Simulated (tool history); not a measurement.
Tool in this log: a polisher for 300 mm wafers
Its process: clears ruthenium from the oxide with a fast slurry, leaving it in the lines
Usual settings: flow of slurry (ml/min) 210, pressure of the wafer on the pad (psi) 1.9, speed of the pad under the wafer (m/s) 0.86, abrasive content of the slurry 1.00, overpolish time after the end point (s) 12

run    hour  flow of slurry (ml/min)  pressure of the wafer on the pad (psi)  speed of the pad under the wafer (m/s)  abrasive content of the slurry  overpolish time after the end point (s)  incoming thickness of the incoming film, nm  time until the end point was called (s)  dishing of a wide line in a test structure (nm)
  1     0.0                      210                                     1.9                                    0.98                            1.00                                       12                                        197.6                                     70.8                                             30.3
  2    64.9                      245                                     1.9                                    0.86                            1.00                                       12                                        199.6                                     79.6                                             27.3
  3    89.0                      245                                     1.9                                    0.86                            1.00                                       12                                        198.2                                     81.0                                             28.2
  4   122.6                      210                                     1.9                                    0.86                            1.00                                       12                                        199.6                                     82.5                                             26.8
      153.4  -- slurry blender recalibrated
  5   157.3                      210                                     2.1                                    0.86                            1.00                                       12                                        199.9                                     77.7                                             28.4
  6   201.6                      210                                     1.9                                    0.70                            1.00                                       12                                        201.0                                    100.7                                             22.9
      224.4  -- worn pad replaced by a new one
  7   231.0                      185                                     1.9                                    0.94                            1.10                                       17                                        203.8                                     70.8                                             43.3
  8   294.5                      210                                     1.9                                    0.86                            1.00                                       12                                        202.6                                     79.1                                             28.4
  9   340.6                      235                                     1.9                                    0.86                            1.00                                       12                                        197.1                                     77.8                                             29.5
 10   411.1                      210                                     1.9                                    0.86                            1.00                                       12                                        201.1                                     79.8                                             28.2
 11   447.9                      175                                     1.9                                    0.60                            1.15                                       14                                        200.1                                    106.4                                             25.2
      484.2  -- head pressure recalibrated
 12   504.2                      210                                     1.9                                    1.12                            1.25                                       12                                        201.7                                     57.7                                             38.0
 13   528.7                      210                                     1.9                                    0.70                            1.00                                       12                                        198.0                                     95.8                                             23.2
 14   568.4                      210                                     1.9                                    0.86                            1.00                                        7                                        201.7                                     83.7                                             16.5
      593.1  -- slurry nozzle cleaned
 15   620.3                      175                                     1.5                                    0.86                            1.00                                       12                                        203.6                                    104.1                                             22.5
      645.5  -- worn pad replaced by a new one
 16   667.8                      210                                     1.9                                    0.86                            1.00                                       12                                        200.2                                     77.1                                             28.8
 17   698.0                      185                                     2.1                                    0.86                            0.75                                       16                                        200.0                                     88.1                                             34.5
      700.4  -- slurry blender recalibrated
 18   722.5                      210                                     1.2                                    0.86                            0.85                                       12                                        201.1                                    122.0                                             18.6
 19   761.9                      140                                     1.6                                    0.58                            1.25                                       12                                        198.0                                    121.5                                             19.0
 20   788.4                      210                                     1.9                                    0.86                            1.00                                        8                                        202.5                                     79.2                                             18.9
 21   850.0                      210                                     1.9                                    0.86                            1.00                                       18                                        202.8                                     81.3                                             40.8
 22   902.2                      210                                     1.9                                    0.62                            1.20                                       12                                        202.4                                    100.8                                             22.7
 23   960.2                      210                                     1.9                                    0.86                            1.00                                       10                                        200.6                                     81.6                                             23.1
 24  1003.3                      210                                     1.9                                    0.86                            1.00                                       12                                        201.2                                     83.8                                             27.8
 25  1035.6                      210                                     1.9                                    0.60                            1.00                                       12                                        199.8                                    115.8                                             19.8
 26  1085.2                      250                                     1.2                                    0.86                            1.00                                       12                                        197.9                                    117.1                                             19.1
     1121.6  -- worn pad replaced by a new one
     1205.1  -- slurry blender recalibrated
 27  1283.0                      210                                     1.9                                    0.86                            1.00                                       12                                        197.6                                     78.1                                             28.6

For some of the steps in time until the end point was called (s) from one run to the next: how much would appear even if the tool had no hidden state, given the settings, what came in and random variation, and how much remains for the hidden state plus any gauge scatter that the measured result and the result without hidden state don't share?
Unlogged tool condition in this case: removal rate lost through wear of the pad, %; slurry flow missing at the pad, %; deviation of the head's pressure from its setpoint, %; abrasive missing from the slurry, %.
Run 6 -> 7: flow of slurry (ml/min) 210 -> 185, speed of the pad under the wafer (m/s) 0.70 -> 0.94, abrasive content of the slurry 1.00 -> 1.10, overpolish time after the end point (s) 12 -> 17, worn pad replaced by a new one. time until the end point was called (s) -29.9: hidden state -9.3, all else -20.6.
Run 11 -> 12: flow of slurry (ml/min) 175 -> 210, speed of the pad under the wafer (m/s) 0.60 -> 1.12, abrasive content of the slurry 1.15 -> 1.25, overpolish time after the end point (s) 14 -> 12, head pressure recalibrated. time until the end point was called (s) -48.7: hidden state -1.9, all else -46.8.
Run 19 -> 20: flow of slurry (ml/min) 140 -> 210, pressure of the wafer on the pad (psi) 1.6 -> 1.9, speed of the pad under the wafer (m/s) 0.58 -> 0.86, abrasive content of the slurry 1.25 -> 1.00, overpolish time after the end point (s) 12 -> 8. time until the end point was called (s) -42.3: hidden state -0.9, all else -41.4.
Run 26 -> 27: flow of slurry (ml/min) 250 -> 210, pressure of the wafer on the pad (psi) 1.2 -> 1.9, worn pad replaced by a new one, slurry blender recalibrated. time until the end point was called (s) -39.0: hidden state -8.3, all else -30.7.
